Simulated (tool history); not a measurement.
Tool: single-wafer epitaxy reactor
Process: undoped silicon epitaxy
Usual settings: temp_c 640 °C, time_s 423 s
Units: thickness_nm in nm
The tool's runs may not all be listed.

run	hour	temp_c	time_s	wafers since the last listed run	hours since the last pyrometer calibration	hours since the gauge calibration	read-back reference wafer on the same gauge, thickness_nm	thickness_nm
1	0.0	640	423	0	176.9	326.3	57.005	56.657
2	41.1	640	423	246	218.0	367.4	57.026	56.655
3	75.5	640	423	206	252.4	401.8	57.063	56.827
4	140.0	640	377	386	316.9	466.3	57.109	50.513
5	195.0	640	377	329	371.9	521.3	57.139	50.652
6	240.8	640	377	274	417.7	567.1	57.138	50.620
7	301.8	640	423	365	478.7	628.1	57.117	56.708
8	363.2	640	423	367	540.1	689.5	57.072	56.797
9	433.2	640	423	419	610.1	759.5	57.074	56.972
10	466.4	640	423	198	643.3	792.7	57.076	56.641
11	530.3	636	403	382	707.2	856.6	57.210	49.597
12	596.5	636	403	396	773.4	922.8	57.110	49.866
13	630.0	636	403	200	806.9	956.3	57.069	49.759
14	672.1	644	368	252	849.0	998.4	57.069	52.889
15	720.2	650	423	288	897.1	1046.5	57.050	68.556
16	779.0	650	423	352	955.9	1105.3	57.131	68.359
17	817.0	650	423	227	993.9	1143.3	57.019	68.253
18	854.3	631	441	223	1031.2	1180.6	57.096	49.021
19	922.7	645	400	409	1099.6	1249.0	57.110	58.214
20	967.6	645	400	268	1144.5	1293.9	57.074	58.399
21	1014.1	645	400	278	1191.0	1340.4	57.177	58.338
22	1064.1	640	423	299	1241.0	1390.4	57.122	55.954
23	1103.9	640	423	238	1280.8	1430.2	57.077	55.750
24	1149.4	640	423	272	1326.3	1475.7	57.072	55.932
25	1197.3	655	449	286	1374.2	1523.6	57.136	79.389
26	1247.7	640	401	301	1424.6	1574.0	57.031	52.833
27	1286.8	646	392	234	1463.7	1613.1	57.114	57.929
28	1357.5	640	374	423	1534.4	1683.8	57.068	48.710
29	1412.9	628	478	331	1589.8	1739.2	57.080	49.212
30	1442.8	651	368	179	1619.7	1769.1	57.072	59.462
31	1478.8	646	423	215	1655.7	1805.1	57.131	61.868
# hour 1506.8: pyrometer calibrated
32	1525.4	645	400	231	18.6	1851.7	57.108	58.944
# hour 1586.4: gauge calibrated
33	1595.1	640	423	417	88.3	8.7	57.096	56.732
34	1651.2	640	490	335	144.4	64.8	57.090	65.638
35	1720.1	648	367	412	213.3	133.7	57.069	57.529
36	1748.5	640	423	170	241.7	162.1	57.030	56.580
37	1773.2	640	423	147	266.4	186.8	57.099	56.350
38	1841.1	652	394	406	334.3	254.7	57.111	66.262
39	1885.9	634	369	268	379.1	299.5	57.174	43.752
40	1957.5	628	449	428	450.7	371.1	57.076	47.236
41	1986.7	640	423	174	479.9	400.3	57.081	56.276
42	2016.7	652	342	179	509.9	430.3	57.115	57.568
43	2071.4	640	423	327	564.6	485.0	57.036	56.204
44	2105.4	644	343	203	598.6	519.0	57.135	49.413
45	2193.6	647	451	528	686.8	607.2	57.119	68.614
46	2339.5	640	423	873	832.7	753.1	57.210	56.305
47	2367.1	640	423	165	860.3	780.7	57.149	56.500

Forecast each of these 4 alternatives for the next run:
A	2367.6	640	423	2	860.8	781.2	?	?
B	2367.6	655	366	2	860.8	781.2	?	?
C	2367.6	651	501	2	860.8	781.2	?	?
D	2367.6	645	391	2	860.8	781.2	?	?

run	read-back reference wafer on the same gauge, thickness_nm	thickness_nm
A	57.080	56.312
B	57.080	65.115
C	57.080	82.567
D	57.080	57.388
Without the tool's hidden state the same runs would have given:
run	thickness_nm
A	56.784
B	65.646
C	83.245
D	57.865

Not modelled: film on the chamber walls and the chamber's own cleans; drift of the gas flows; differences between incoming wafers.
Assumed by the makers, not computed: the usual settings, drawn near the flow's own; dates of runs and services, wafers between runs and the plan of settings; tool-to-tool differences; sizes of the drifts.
